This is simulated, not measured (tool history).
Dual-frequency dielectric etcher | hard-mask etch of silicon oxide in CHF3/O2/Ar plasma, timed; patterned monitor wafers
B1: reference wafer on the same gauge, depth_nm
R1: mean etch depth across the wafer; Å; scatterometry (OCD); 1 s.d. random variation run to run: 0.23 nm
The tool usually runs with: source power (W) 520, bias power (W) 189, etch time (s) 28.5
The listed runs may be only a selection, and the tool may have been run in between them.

{"run": 1, "day": 0.0, "source power (W)": 520, "bias power (W)": 189, "etch time (s)": 28.5, "B1": 47.1, "R1": 500}
{"run": 2, "day": 3.354, "source power (W)": 520, "bias power (W)": 189, "etch time (s)": 28.5, "B1": 47.0, "R1": 500}
{"run": 3, "day": 7.1, "source power (W)": 520, "bias power (W)": 189, "etch time (s)": 28.5, "B1": 46.9, "R1": 490}
{"run": 4, "day": 10.617, "source power (W)": 520, "bias power (W)": 189, "etch time (s)": 32.5, "B1": 47.0, "R1": 556}
{"run": 5, "day": 12.583, "source power (W)": 520, "bias power (W)": 189, "etch time (s)": 34.5, "B1": 47.0, "R1": 585}
{"day": 15.617, "done": "wet clean of the chamber"}
{"run": 6, "day": 15.638, "source power (W)": 520, "bias power (W)": 189, "etch time (s)": 34.5, "B1": 47.0, "R1": 620}
{"run": 7, "day": 16.875, "source power (W)": 520, "bias power (W)": 189, "etch time (s)": 34.5, "B1": 47.0, "R1": 616}
{"run": 8, "day": 19.608, "source power (W)": 520, "bias power (W)": 189, "etch time (s)": 28.5, "B1": 47.0, "R1": 509}
{"run": 9, "day": 23.325, "source power (W)": 520, "bias power (W)": 189, "etch time (s)": 32.0, "B1": 47.1, "R1": 570}
{"run": 10, "day": 26.438, "source power (W)": 520, "bias power (W)": 189, "etch time (s)": 32.0, "B1": 47.0, "R1": 562}
{"run": 11, "day": 30.121, "source power (W)": 520, "bias power (W)": 189, "etch time (s)": 32.0, "B1": 47.1, "R1": 558}
{"run": 12, "day": 34.367, "source power (W)": 520, "bias power (W)": 189, "etch time (s)": 28.5, "B1": 47.0, "R1": 490}
{"day": 37.338, "done": "wet clean of the chamber"}
{"run": 13, "day": 37.854, "source power (W)": 520, "bias power (W)": 189, "etch time (s)": 28.5, "B1": 46.9, "R1": 508}
{"run": 14, "day": 40.846, "source power (W)": 520, "bias power (W)": 189, "etch time (s)": 28.5, "B1": 47.0, "R1": 507}
{"run": 15, "day": 42.412, "source power (W)": 520, "bias power (W)": 189, "etch time (s)": 28.5, "B1": 46.9, "R1": 507}
{"run": 16, "day": 44.442, "source power (W)": 520, "bias power (W)": 189, "etch time (s)": 28.5, "B1": 47.0, "R1": 503}
{"day": 45.4, "done": "gauge calibrated"}
{"run": 17, "day": 46.338, "source power (W)": 480, "bias power (W)": 189, "etch time (s)": 28.5, "B1": 46.9, "R1": 487}
{"day": 51.021, "done": "upper electrode replaced"}
{"run": 18, "day": 51.042, "source power (W)": 520, "bias power (W)": 189, "etch time (s)": 28.5, "B1": 47.0, "R1": 493}
{"run": 19, "day": 53.154, "source power (W)": 520, "bias power (W)": 189, "etch time (s)": 28.5, "B1": 47.0, "R1": 490}
{"day": 53.904, "done": "bias power generator calibrated"}
{"day": 61.5, "done": "wet clean of the chamber"}
{"run": 20, "day": 61.521, "source power (W)": 580, "bias power (W)": 167, "etch time (s)": 20.5, "B1": 47.0, "R1": 370}
{"run": 21, "day": 64.371, "source power (W)": 620, "bias power (W)": 189, "etch time (s)": 28.5, "B1": 47.0, "R1": 536}
{"run": 22, "day": 67.642, "source power (W)": 390, "bias power (W)": 156, "etch time (s)": 34.0, "B1": 47.0, "R1": 529}
{"day": 68.371, "done": "source power generator calibrated"}
{"run": 23, "day": 71.046, "source power (W)": 480, "bias power (W)": 189, "etch time (s)": 26.0, "B1": 47.0, "R1": 442}
{"run": 24, "day": 73.996, "source power (W)": 520, "bias power (W)": 189, "etch time (s)": 28.5, "B1": 47.0, "R1": 497}
{"run": 25, "day": 76.321, "source power (W)": 560, "bias power (W)": 189, "etch time (s)": 28.5, "B1": 47.0, "R1": 508}
{"run": 26, "day": 80.638, "source power (W)": 630, "bias power (W)": 189, "etch time (s)": 28.5, "B1": 47.0, "R1": 517}
{"run": 27, "day": 83.758, "source power (W)": 450, "bias power (W)": 230, "etch time (s)": 34.5, "B1": 47.0, "R1": 592}
{"day": 85.983, "done": "wet clean of the chamber"}
{"run": 28, "day": 86.646, "source power (W)": 570, "bias power (W)": 202, "etch time (s)": 20.5, "B1": 47.0, "R1": 388}
{"day": 91.408, "done": "gauge calibrated"}
{"run": 29, "day": 94.029, "source power (W)": 430, "bias power (W)": 189, "etch time (s)": 28.5, "B1": 47.0, "R1": 473}
{"run": 30, "day": 97.071, "source power (W)": 520, "bias power (W)": 189, "etch time (s)": 28.5, "B1": 47.1, "R1": 505}
{"run": 31, "day": 100.062, "source power (W)": 520, "bias power (W)": 189, "etch time (s)": 28.5, "B1": 47.0, "R1": 499}

Consider 3 possible next runs. They are alternatives, not a sequence: every one starts from the tool as it was left by run 31. What does each give?
{"run": "A", "day": 100.079, "source power (W)": 580, "bias power (W)": 189, "etch time (s)": 28.5, "B1": "?", "R1": "?"}
{"run": "B", "day": 100.079, "source power (W)": 470, "bias power (W)": 189, "etch time (s)": 34.5, "B1": "?", "R1": "?"}
{"run": "C", "day": 100.079, "source power (W)": 520, "bias power (W)": 205, "etch time (s)": 28.5, "B1": "?", "R1": "?"}

run=A B1=47.1 R1=515
run=B B1=47.1 R1=583
run=C B1=47.1 R1=507
The same runs, with their run-to-run variation unchanged, on a tool lacking any hidden condition would have given:
run=A R1=528
run=B R1=598
run=C R1=520
